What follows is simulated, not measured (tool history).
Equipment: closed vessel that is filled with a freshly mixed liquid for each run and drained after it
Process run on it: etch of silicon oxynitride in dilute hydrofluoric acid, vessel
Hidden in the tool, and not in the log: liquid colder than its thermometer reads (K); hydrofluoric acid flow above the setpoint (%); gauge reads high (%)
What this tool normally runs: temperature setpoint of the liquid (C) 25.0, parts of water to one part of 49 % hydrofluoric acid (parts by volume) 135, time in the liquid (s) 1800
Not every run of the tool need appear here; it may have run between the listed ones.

run,day,temperature setpoint of the liquid (C),parts of water to one part of 49 % hydrofluoric acid (parts by volume),time in the liquid (s),wafers since the last listed run,hours since the thermometer was replaced,hours since the hydrofluoric acid flow meter was replaced,hours since the gauge calibration,"read-back film thickness of the silicon oxynitride reference wafer, read on the same gauge (nm)",thickness taken off the silicon oxynitride on a monitor wafer (nm)
1,0.000,25.0,135,1335,0,459.4,943.5,617.3,120.00,24.49
2,2.167,25.0,135,1335,1439,511.4,995.5,669.3,120.00,24.28
3,4.342,25.0,135,2495,1444,563.6,1047.7,721.5,120.01,46.13
4,6.608,25.0,135,2495,1505,618.0,1102.1,775.9,119.94,46.22
5,7.854,25.0,135,2495,827,647.9,1132.0,805.8,120.01,46.45
6,10.112,25.0,135,1800,1500,702.1,1186.2,860.0,120.02,33.84
# day 11.692: thermometer replaced
7,12.567,22.0,135,1540,1602,21.0,1245.1,918.9,119.98,25.11
8,14.662,25.0,135,1800,1392,71.3,1295.4,969.2,120.00,33.64
9,15.846,25.0,135,1800,786,99.7,1323.8,997.6,120.04,34.20
10,17.062,25.0,135,1800,808,128.9,1353.0,1026.8,119.99,34.06
11,19.533,28.5,135,1800,1641,188.2,1412.3,1086.1,119.99,40.20
12,21.692,28.5,135,1800,1433,240.0,1464.1,1137.9,120.01,40.16
13,23.312,28.5,135,1800,1076,278.9,1503.0,1176.8,120.01,40.62
# day 24.992: hydrofluoric acid flow meter replaced
14,25.125,25.0,135,1800,1176,322.4,3.2,1220.3,120.01,30.77
15,31.462,25.0,135,1115,4209,474.5,155.3,1372.4,120.01,19.64
16,34.188,20.5,85,1800,1810,539.9,220.7,1437.8,119.98,42.09
# day 36.092: gauge calibrated
17,36.308,25.0,135,1800,1408,590.8,271.6,5.2,120.03,31.59
18,38.521,22.0,135,1540,1469,643.9,324.7,58.3,120.00,23.40
19,41.479,20.5,85,725,1965,714.9,395.7,129.3,120.00,17.14
# day 45.567: thermometer replaced
20,46.879,23.0,80,2285,3559,31.5,525.3,258.9,119.98,64.80
21,49.529,25.0,135,1800,1760,95.1,588.9,322.5,120.01,32.24
22,51.679,25.0,135,1800,1428,146.7,640.5,374.1,119.98,32.44
23,54.208,21.5,135,1800,1680,207.4,701.2,434.8,120.06,27.70
24,56.804,23.0,115,1800,1724,269.7,763.5,497.1,120.00,35.43
25,57.979,25.0,135,1800,780,297.9,791.7,525.3,119.96,32.46
26,59.867,28.5,95,2660,1253,343.2,837.0,570.6,119.99,84.47
27,62.488,25.0,135,2770,1740,406.1,899.9,633.5,120.01,50.72
28,64.821,25.0,135,1800,1549,462.1,955.9,689.5,119.96,33.56
29,67.533,23.5,95,2190,1801,527.2,1021.0,754.6,120.00,55.10

Forecast each of these 4 alternatives for the next run:
A,67.583,25.0,135,1800,33,528.4,1022.2,755.8,?,?
B,67.583,29.5,80,2440,33,528.4,1022.2,755.8,?,?
C,67.583,28.5,155,1450,33,528.4,1022.2,755.8,?,?
D,67.583,29.5,135,1800,33,528.4,1022.2,755.8,?,?

run,"read-back film thickness of the silicon oxynitride reference wafer, read on the same gauge (nm)",thickness taken off the silicon oxynitride on a monitor wafer (nm)
A,120.03,33.14
B,120.03,97.80
C,120.03,26.77
D,120.03,40.60
Had the tool no hidden state, the same runs would have come out as:
run,thickness taken off the silicon oxynitride on a monitor wafer (nm)
A,30.90
B,91.35
C,24.92
D,37.81
